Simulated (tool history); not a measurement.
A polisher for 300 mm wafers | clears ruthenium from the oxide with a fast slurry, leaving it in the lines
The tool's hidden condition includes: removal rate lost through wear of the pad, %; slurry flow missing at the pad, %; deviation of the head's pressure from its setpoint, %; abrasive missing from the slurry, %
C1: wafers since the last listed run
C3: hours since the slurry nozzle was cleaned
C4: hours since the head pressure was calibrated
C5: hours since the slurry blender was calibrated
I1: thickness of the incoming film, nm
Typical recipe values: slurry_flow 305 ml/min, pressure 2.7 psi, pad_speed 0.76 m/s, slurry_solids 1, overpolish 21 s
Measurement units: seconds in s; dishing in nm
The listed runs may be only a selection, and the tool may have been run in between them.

run 1 hour=0 | slurry_flow=305 pressure=3.1 pad_speed=0.76 slurry_solids=1 overpolish=21 | C1=0 wafers_polished_on_this_pad=823 C3=214.4 C4=584.1 C5=0.9 | I1=209.2 | seconds=71.8 dishing=44.9
-- hour=3.3 head pressure recalibrated
run 2 hour=18.2 | slurry_flow=305 pressure=3.1 pad_speed=0.76 slurry_solids=1 overpolish=21 | C1=189 wafers_polished_on_this_pad=1012 C3=232.6 C4=14.9 C5=19.1 | I1=209.7 | seconds=73.7 dishing=44.2
run 3 hour=35.6 | slurry_flow=305 pressure=3.1 pad_speed=0.76 slurry_solids=1 overpolish=21 | C1=203 wafers_polished_on_this_pad=1216 C3=250 C4=32.3 C5=36.5 | I1=210.8 | seconds=75 dishing=43.1
run 4 hour=61 | slurry_flow=305 pressure=2.7 pad_speed=0.76 slurry_solids=1 overpolish=21 | C1=296 wafers_polished_on_this_pad=1512 C3=275.4 C4=57.7 C5=61.9 | I1=212.1 | seconds=87.6 dishing=38.3
run 5 hour=89.5 | slurry_flow=305 pressure=2.2 pad_speed=0.76 slurry_solids=1 overpolish=21 | C1=333 wafers_polished_on_this_pad=1846 C3=303.9 C4=86.2 C5=90.4 | I1=211.9 | seconds=109.2 dishing=30.6
run 6 hour=105 | slurry_flow=305 pressure=2.2 pad_speed=0.76 slurry_solids=1 overpolish=21 | C1=181 wafers_polished_on_this_pad=2027 C3=319.4 C4=101.7 C5=105.9 | I1=211.6 | seconds=111.3 dishing=30.2
-- hour=125.8 worn pad replaced by a new one
run 7 hour=138.2 | slurry_flow=305 pressure=2.7 pad_speed=0.76 slurry_solids=0.8 overpolish=18 | C1=341 wafers_polished_on_this_pad=145 C3=352.6 C4=134.9 C5=139.1 | I1=213.8 | seconds=94.2 dishing=30.6
run 8 hour=165.6 | slurry_flow=305 pressure=2.7 pad_speed=0.76 slurry_solids=1 overpolish=21 | C1=320 wafers_polished_on_this_pad=465 C3=380 C4=162.3 C5=166.5 | I1=206.9 | seconds=86 dishing=37.7
-- hour=187.8 slurry nozzle cleaned
run 9 hour=194.5 | slurry_flow=305 pressure=2.7 pad_speed=0.76 slurry_solids=1 overpolish=21 | C1=326 wafers_polished_on_this_pad=791 C3=6.7 C4=191.2 C5=195.4 | I1=212.6 | seconds=90.5 dishing=36.5
run 10 hour=209 | slurry_flow=305 pressure=2.7 pad_speed=0.66 slurry_solids=1.15 overpolish=21 | C1=169 wafers_polished_on_this_pad=961 C3=21.2 C4=205.7 C5=209.9 | I1=207.2 | seconds=97.9 dishing=33.9
run 11 hour=274.7 | slurry_flow=305 pressure=2.7 pad_speed=0.66 slurry_solids=1.15 overpolish=21 | C1=767 wafers_polished_on_this_pad=1729 C3=86.9 C4=271.4 C5=275.6 | I1=211.6 | seconds=106.5 dishing=32.4
run 12 hour=297.4 | slurry_flow=305 pressure=2.7 pad_speed=0.66 slurry_solids=1.15 overpolish=21 | C1=265 wafers_polished_on_this_pad=1994 C3=109.6 C4=294.1 C5=298.3 | I1=211.1 | seconds=106.6 dishing=31.8
run 13 hour=313.9 | slurry_flow=305 pressure=3.2 pad_speed=0.76 slurry_solids=1 overpolish=21 | C1=192 wafers_polished_on_this_pad=2187 C3=126.1 C4=310.6 C5=314.8 | I1=205.7 | seconds=82.3 dishing=39.1
-- hour=318.1 slurry blender recalibrated
-- hour=325.6 worn pad replaced by a new one
run 14 hour=348.9 | slurry_flow=305 pressure=2.7 pad_speed=0.76 slurry_solids=1.15 overpolish=21 | C1=338 wafers_polished_on_this_pad=271 C3=161.1 C4=345.6 C5=30.8 | I1=213.6 | seconds=80.5 dishing=40.9
run 15 hour=430.6 | slurry_flow=305 pressure=3.2 pad_speed=0.76 slurry_solids=1.2 overpolish=21 | C1=954 wafers_polished_on_this_pad=1226 C3=242.8 C4=427.3 C5=112.5 | I1=210.1 | seconds=70.5 dishing=45.1
run 16 hour=457.2 | slurry_flow=255 pressure=3.1 pad_speed=0.54 slurry_solids=1 overpolish=28 | C1=310 wafers_polished_on_this_pad=1537 C3=269.4 C4=453.9 C5=139.1 | I1=210.1 | seconds=109.9 dishing=38.1
-- hour=476.6 head pressure recalibrated
run 17 hour=490 | slurry_flow=305 pressure=2.7 pad_speed=0.62 slurry_solids=1 overpolish=33 | C1=359 wafers_polished_on_this_pad=1897 C3=302.2 C4=13.4 C5=171.9 | I1=212 | seconds=115.2 dishing=44.3
-- hour=514 worn pad replaced by a new one
run 18 hour=523.6 | slurry_flow=305 pressure=2.7 pad_speed=0.76 slurry_solids=1 overpolish=21 | C1=345 wafers_polished_on_this_pad=112 C3=335.8 C4=47 C5=205.5 | I1=206.6 | seconds=87.5 dishing=37.6
-- hour=550.7 slurry nozzle cleaned
run 19 hour=626 | slurry_flow=265 pressure=2.7 pad_speed=0.64 slurry_solids=1.25 overpolish=17 | C1=1185 wafers_polished_on_this_pad=1297 C3=75.3 C4=149.4 C5=307.9 | I1=208.9 | seconds=108.8 dishing=25.4
-- hour=657.4 slurry blender recalibrated
-- hour=713.4 worn pad replaced by a new one
run 20 hour=730.7 | slurry_flow=305 pressure=2.7 pad_speed=0.62 slurry_solids=1 overpolish=33 | C1=1153 wafers_polished_on_this_pad=202 C3=180 C4=254.1 C5=73.3 | I1=207.2 | seconds=100.7 dishing=50.4
run 21 hour=760.5 | slurry_flow=270 pressure=2.1 pad_speed=0.76 slurry_solids=0.8 overpolish=16 | C1=348 wafers_polished_on_this_pad=550 C3=209.8 C4=283.9 C5=103.1 | I1=212 | seconds=121.9 dishing=21.6
run 22 hour=780.2 | slurry_flow=305 pressure=2.7 pad_speed=0.76 slurry_solids=1 overpolish=21 | C1=230 wafers_polished_on_this_pad=780 C3=229.5 C4=303.6 C5=122.8 | I1=210 | seconds=86.8 dishing=37.5
run 23 hour=814.1 | slurry_flow=305 pressure=3.5 pad_speed=1.02 slurry_solids=1 overpolish=21 | C1=396 wafers_polished_on_this_pad=1177 C3=263.4 C4=337.5 C5=156.7 | I1=207.9 | seconds=51.2 dishing=59.4
run 24 hour=841.4 | slurry_flow=305 pressure=2 pad_speed=0.76 slurry_solids=1 overpolish=25 | C1=319 wafers_polished_on_this_pad=1496 C3=290.7 C4=364.8 C5=184 | I1=208.4 | seconds=123.5 dishing=32
run 25 hour=871.1 | slurry_flow=305 pressure=2.7 pad_speed=0.76 slurry_solids=1 overpolish=21 | C1=347 wafers_polished_on_this_pad=1843 C3=320.4 C4=394.5 C5=213.7 | I1=213.1 | seconds=93.8 dishing=35.7

Forecast each of these 5 alternatives for the next run:
run A hour=871.6 | slurry_flow=305 pressure=2.7 pad_speed=0.76 slurry_solids=1 overpolish=21 | C1=5 wafers_polished_on_this_pad=1849 C3=320.9 C4=395 C5=214.2 | I1=206.9 | seconds=? dishing=?
run B hour=871.6 | slurry_flow=225 pressure=2.3 pad_speed=0.98 slurry_solids=0.75 overpolish=21 | C1=5 wafers_polished_on_this_pad=1849 C3=320.9 C4=395 C5=214.2 | I1=206.9 | seconds=? dishing=?
run C hour=871.6 | slurry_flow=305 pressure=2.7 pad_speed=0.76 slurry_solids=0.7 overpolish=21 | C1=5 wafers_polished_on_this_pad=1849 C3=320.9 C4=395 C5=214.2 | I1=206.9 | seconds=? dishing=?
run D hour=871.6 | slurry_flow=335 pressure=2.7 pad_speed=0.84 slurry_solids=1 overpolish=15 | C1=5 wafers_polished_on_this_pad=1849 C3=320.9 C4=395 C5=214.2 | I1=206.9 | seconds=? dishing=?
run E hour=871.6 | slurry_flow=335 pressure=2.7 pad_speed=0.76 slurry_solids=1 overpolish=21 | C1=5 wafers_polished_on_this_pad=1849 C3=320.9 C4=395 C5=214.2 | I1=206.9 | seconds=? dishing=?

run=A seconds=92 dishing=36.5
run=B seconds=97.1 dishing=34.8
run=C seconds=105.8 dishing=32.1
run=D seconds=82.5 dishing=29.6
run=E seconds=91.2 dishing=36.8
Had the tool no hidden state, the same runs would have come out as:
run=A seconds=78.3 dishing=42.2
run=B seconds=81.8 dishing=40.6
run=C seconds=89 dishing=37.7
run=D seconds=70.3 dishing=34.3
run=E seconds=77.7 dishing=42.6
